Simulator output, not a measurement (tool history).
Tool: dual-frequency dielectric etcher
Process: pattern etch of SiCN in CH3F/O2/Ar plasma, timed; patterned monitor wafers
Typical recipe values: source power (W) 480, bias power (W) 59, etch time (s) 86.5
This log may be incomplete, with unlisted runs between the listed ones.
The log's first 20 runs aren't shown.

run,hour,source power (W),bias power (W),etch time (s),wafers since the last listed run,hours since the last wet clean,hours since the last source power generator calibration,hours since the last bias power generator calibration,hours since the last upper electrode change,hours since the gauge calibration,"read-back reference wafer on the same gauge, depth_nm",mean etch depth across the wafer (Å)
# hour 520.5: bias power generator calibrated
21,521,480,74,64.5,460,165.6,342.6,0.5,358.3,328.3,26.5,250.1
22,539.8,480,59,86.5,264,184.4,361.4,19.3,377.1,347.1,26.5,311.3
23,572,390,69,75.5,453,216.6,393.6,51.5,409.3,379.3,26.5,272.6
24,603.1,480,59,86.5,437,247.7,424.7,82.6,440.4,410.4,26.5,311.4
25,635.4,580,59,63.5,454,280,457,114.9,472.7,442.7,26.5,238.2
26,654.5,480,59,95,268,299.1,476.1,134,491.8,461.8,26.5,340.7
27,688.5,440,59,86.5,478,333.1,510.1,168,525.8,495.8,26.49,304.1
28,708.7,480,59,86.5,284,353.3,530.3,188.2,546,516,26.49,309.3
29,732.5,380,59,73,335,377.1,554.1,212,569.8,539.8,26.5,248.3

Run 30 has not been measured yet. What should we expect?
30,749.2,480,59,75,235,393.8,570.8,228.7,586.5,556.5,?,?

Run 30 gave read-back reference wafer on the same gauge, depth_nm 26.5, mean etch depth across the wafer (Å) 268.6.
With the hidden condition absent and the run-to-run variation left alone, this run would have shown mean etch depth across the wafer (Å) 271.8.
